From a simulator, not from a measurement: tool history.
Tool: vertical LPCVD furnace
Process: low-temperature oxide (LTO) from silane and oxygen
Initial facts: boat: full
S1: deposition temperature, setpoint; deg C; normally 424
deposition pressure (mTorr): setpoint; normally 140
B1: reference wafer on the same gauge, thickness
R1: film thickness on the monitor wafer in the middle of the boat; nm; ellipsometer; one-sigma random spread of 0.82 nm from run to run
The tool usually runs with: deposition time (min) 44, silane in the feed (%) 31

{"run": 1, "hour": 0.0, "S1": 424, "deposition pressure (mTorr)": 150, "deposition time (min)": 44, "silane in the feed (%)": 31, "B1": 267.91, "R1": 282.23}
{"run": 2, "hour": 62.5, "S1": 424, "deposition pressure (mTorr)": 150, "deposition time (min)": 44, "silane in the feed (%)": 31, "B1": 268.05, "R1": 283.52}
{"run": 3, "hour": 153.3, "S1": 424, "deposition pressure (mTorr)": 150, "deposition time (min)": 44, "silane in the feed (%)": 31, "B1": 267.95, "R1": 283.66}
{"run": 4, "hour": 236.7, "S1": 424, "deposition pressure (mTorr)": 165, "deposition time (min)": 30, "silane in the feed (%)": 31, "B1": 267.98, "R1": 213.33}
{"run": 5, "hour": 305.1, "S1": 424, "deposition pressure (mTorr)": 160, "deposition time (min)": 36, "silane in the feed (%)": 31, "B1": 267.81, "R1": 247.99}
{"hour": 378.6, "done": "silane flow controller replaced"}
{"hour": 384.8, "done": "pressure gauge zeroed"}
{"hour": 396.8, "done": "thermocouples replaced and temperature profile calibrated"}
{"run": 6, "hour": 397.3, "S1": 424, "deposition pressure (mTorr)": 140, "deposition time (min)": 44, "silane in the feed (%)": 31, "B1": 267.99, "R1": 256.36}
{"run": 7, "hour": 437.1, "S1": 424, "deposition pressure (mTorr)": 140, "deposition time (min)": 44, "silane in the feed (%)": 31, "B1": 267.98, "R1": 256.37}
{"run": 8, "hour": 500.8, "S1": 424, "deposition pressure (mTorr)": 140, "deposition time (min)": 44, "silane in the feed (%)": 31, "B1": 268.04, "R1": 256.8}
{"hour": 545.1, "done": "gauge calibrated"}
{"run": 9, "hour": 587.6, "S1": 434, "deposition pressure (mTorr)": 140, "deposition time (min)": 30.5, "silane in the feed (%)": 29, "B1": 267.94, "R1": 179.36}
{"run": 10, "hour": 688.9, "S1": 419, "deposition pressure (mTorr)": 140, "deposition time (min)": 44, "silane in the feed (%)": 29, "B1": 267.87, "R1": 220.44}
{"run": 11, "hour": 759.5, "S1": 424, "deposition pressure (mTorr)": 140, "deposition time (min)": 34, "silane in the feed (%)": 34, "B1": 267.85, "R1": 222.82}
{"run": 12, "hour": 867.0, "S1": 424, "deposition pressure (mTorr)": 140, "deposition time (min)": 44, "silane in the feed (%)": 31, "B1": 268.14, "R1": 257.34}
{"run": 13, "hour": 971.1, "S1": 424, "deposition pressure (mTorr)": 140, "deposition time (min)": 44, "silane in the feed (%)": 31, "B1": 268.07, "R1": 257.56}
{"run": 14, "hour": 1010.8, "S1": 424, "deposition pressure (mTorr)": 140, "deposition time (min)": 57, "silane in the feed (%)": 31, "B1": 268.1, "R1": 332.72}
{"run": 15, "hour": 1106.9, "S1": 424, "deposition pressure (mTorr)": 150, "deposition time (min)": 44, "silane in the feed (%)": 31, "B1": 268.04, "R1": 277.75}
{"run": 16, "hour": 1210.6, "S1": 416, "deposition pressure (mTorr)": 140, "deposition time (min)": 44, "silane in the feed (%)": 31, "B1": 268.07, "R1": 237.72}

Same runs, no hidden state in the tool, same run-to-run variation:
The hidden state here: true tube temperature minus thermocouple reading, K; true pressure minus gauge reading, mTorr; deviation of the silane flow from its setpoint, %; gauge reads high (%).
run=1 R1=270.77
run=2 R1=271.79
run=3 R1=271.59
run=4 R1=204.02
run=5 R1=236.96
run=6 R1=254.01
run=7 R1=253.88
run=8 R1=254.09
run=9 R1=177.3
run=10 R1=217.45
run=11 R1=219.77
run=12 R1=253.36
run=13 R1=253.22
run=14 R1=326.94
run=15 R1=272.56
run=16 R1=232.81

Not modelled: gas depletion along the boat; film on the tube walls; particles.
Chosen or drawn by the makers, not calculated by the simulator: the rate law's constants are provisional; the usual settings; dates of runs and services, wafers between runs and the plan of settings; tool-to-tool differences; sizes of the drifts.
